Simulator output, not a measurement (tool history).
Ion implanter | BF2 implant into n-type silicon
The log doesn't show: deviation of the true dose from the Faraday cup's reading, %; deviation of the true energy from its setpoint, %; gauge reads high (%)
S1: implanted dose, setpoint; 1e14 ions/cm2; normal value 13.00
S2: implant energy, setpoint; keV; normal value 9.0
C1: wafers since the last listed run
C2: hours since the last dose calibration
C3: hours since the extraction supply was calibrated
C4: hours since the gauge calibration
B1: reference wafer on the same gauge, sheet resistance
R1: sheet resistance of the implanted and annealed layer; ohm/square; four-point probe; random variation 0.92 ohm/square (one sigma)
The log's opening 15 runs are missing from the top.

Run 16, hour 323.4: usual settings but S1 11.53 1e14 ions/cm2; C1 346; C2 1494.1; C3 2066.4; C4 106.7; B1 169.10. Result: R1 193.69 ohm/square.
Run 17, hour 354.1: usual settings but S2 11.5 keV; C1 519; C2 1524.8; C3 2097.1; C4 137.4; B1 168.97. Result: R1 177.37 ohm/square.
Run 18, hour 380.4: usual settings but S2 7.5 keV; C1 445; C2 1551.1; C3 2123.4; C4 163.7; B1 168.73. Result: R1 194.16 ohm/square.
Run 19, hour 395.8: usual settings but S1 11.88 1e14 ions/cm2, S2 8.0 keV; C1 260; C2 1566.5; C3 2138.8; C4 179.1; B1 169.03. Result: R1 197.78 ohm/square.
At hour 417.4: extraction supply calibrated.
Run 20, hour 423.8: usual settings but S1 9.50 1e14 ions/cm2, S2 6.0 keV; C1 338; C2 1594.5; C3 6.4; C4 207.1; B1 168.91. Result: R1 236.03 ohm/square.
Run 21, hour 458.5: usual settings but S1 14.01 1e14 ions/cm2, S2 10.5 keV; C1 587; C2 1629.2; C3 41.1; C4 241.8; B1 168.93. Result: R1 178.43 ohm/square.
Run 22, hour 483.9: usual settings but S1 14.68 1e14 ions/cm2; C1 429; C2 1654.6; C3 66.5; C4 267.2; B1 168.89. Result: R1 181.74 ohm/square.
Run 23, hour 496.6: usual settings; C1 214; C2 1667.3; C3 79.2; C4 279.9; B1 169.01. Result: R1 188.74 ohm/square.
Run 24, hour 530.5: usual settings; C1 573; C2 1701.2; C3 113.1; C4 313.8; B1 169.10. Result: R1 187.10 ohm/square.
Run 25, hour 551.4: usual settings but S1 9.87 1e14 ions/cm2, S2 7.0 keV; C1 353; C2 1722.1; C3 134.0; C4 334.7; B1 168.85. Result: R1 222.06 ohm/square.
At hour 567.5: Faraday cup replaced and dose calibrated.
Run 26, hour 571.5: usual settings but S1 14.64 1e14 ions/cm2; C1 204; C2 4.0; C3 154.1; C4 354.8; B1 169.02. Result: R1 183.02 ohm/square.
Run 27, hour 592.5: usual settings but S1 9.76 1e14 ions/cm2, S2 8.0 keV; C1 355; C2 25.0; C3 175.1; C4 375.8; B1 168.93. Result: R1 215.17 ohm/square.
Run 28, hour 619.6: usual settings but S1 9.83 1e14 ions/cm2, S2 6.0 keV; C1 458; C2 52.1; C3 202.2; C4 402.9; B1 169.02. Result: R1 230.55 ohm/square.

What does the tool deliver on the next run?
Run 29, hour 636.8: usual settings; C1 291; C2 69.3; C3 219.4; C4 420.1; B1 ?. Result: R1 ?.

{"run 29": {"B1": 168.98, "R1": 187.46}}
On a tool with no hidden condition, and with the same random variation, this run would have come out at R1 187.46 ohm/square.

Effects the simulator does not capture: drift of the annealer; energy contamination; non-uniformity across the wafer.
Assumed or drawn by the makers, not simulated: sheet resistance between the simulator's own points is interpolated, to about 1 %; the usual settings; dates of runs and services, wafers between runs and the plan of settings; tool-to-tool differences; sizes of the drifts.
